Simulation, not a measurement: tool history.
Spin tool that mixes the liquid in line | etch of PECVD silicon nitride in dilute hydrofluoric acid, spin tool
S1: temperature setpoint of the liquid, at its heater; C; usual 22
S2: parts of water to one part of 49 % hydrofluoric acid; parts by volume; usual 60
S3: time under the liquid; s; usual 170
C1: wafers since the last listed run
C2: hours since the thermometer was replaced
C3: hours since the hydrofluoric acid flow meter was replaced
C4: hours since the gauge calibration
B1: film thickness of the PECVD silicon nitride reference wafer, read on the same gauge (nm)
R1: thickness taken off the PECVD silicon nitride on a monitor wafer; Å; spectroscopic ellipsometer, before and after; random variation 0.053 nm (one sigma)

run,hour,S1,S2,S3,C1,C2,C3,C4,B1,R1
1,0,22,60,170,0,1402.9,554.7,1042.5,89.98,110.3
2,39.9,22,60,170,234,1442.8,594.6,1082.4,89.99,110.5
3,103.3,22,60,170,372,1506.2,658,1145.8,90.02,109.7
4,155,22,60,170,303,1557.9,709.7,1197.5,90,109.6
5,199,22,60,170,258,1601.9,753.7,1241.5,89.99,109.5
6,230.9,22,60,170,187,1633.8,785.6,1273.4,90,109.6
7,387.8,22,60,170,922,1790.7,942.5,1430.3,90.01,109.5
8,437,22,60,170,289,1839.9,991.7,1479.5,90,109.4
9,464.2,22,60,220,159,1867.1,1018.9,1506.7,90.02,142.3
# hour 529.3: thermometer replaced
10,529.8,22,60,170,379,0.5,1084.5,1572.3,90,110.3
11,559.3,22,60,170,173,30,1114,1601.8,90.02,110.8
# hour 580.3: gauge calibrated
12,601.3,22,60,170,246,72,1156,21,89.97,109.6
13,642.9,22,45,135,244,113.6,1197.6,62.6,90.01,114.7
14,702.5,22,40,170,350,173.2,1257.2,122.2,89.98,162.4
15,761.8,22,60,170,348,232.5,1316.5,181.5,89.99,109.9
16,828.6,23.5,30,170,392,299.3,1383.3,248.3,89.98,237.1
17,888.6,19,50,170,352,359.3,1443.3,308.3,89.99,107.1
18,947.7,20,80,255,347,418.4,1502.4,367.4,90.03,107.7
# hour 986.7: hydrofluoric acid flow meter replaced
19,1000.3,22,85,170,303,471,13.6,420,90.02,78.4
20,1044.6,18.5,60,265,260,515.3,57.9,464.3,89.99,134
21,1097.4,19,85,170,310,568.1,110.7,517.1,90.01,63.6
22,1141.5,24.5,85,130,259,612.2,154.8,561.2,90.02,71.1
23,1301,22,60,170,937,771.7,314.3,720.7,90.02,109.6
24,1368.4,22,80,110,396,839.1,381.7,788.1,89.98,53.7

What the log doesn't show, run by run:
liquid hotter than its thermometer reads (K): 0 in every run
hydrofluoric acid flow below the setpoint (%): 0 in every run
gauge reads high (%): 0 in every run

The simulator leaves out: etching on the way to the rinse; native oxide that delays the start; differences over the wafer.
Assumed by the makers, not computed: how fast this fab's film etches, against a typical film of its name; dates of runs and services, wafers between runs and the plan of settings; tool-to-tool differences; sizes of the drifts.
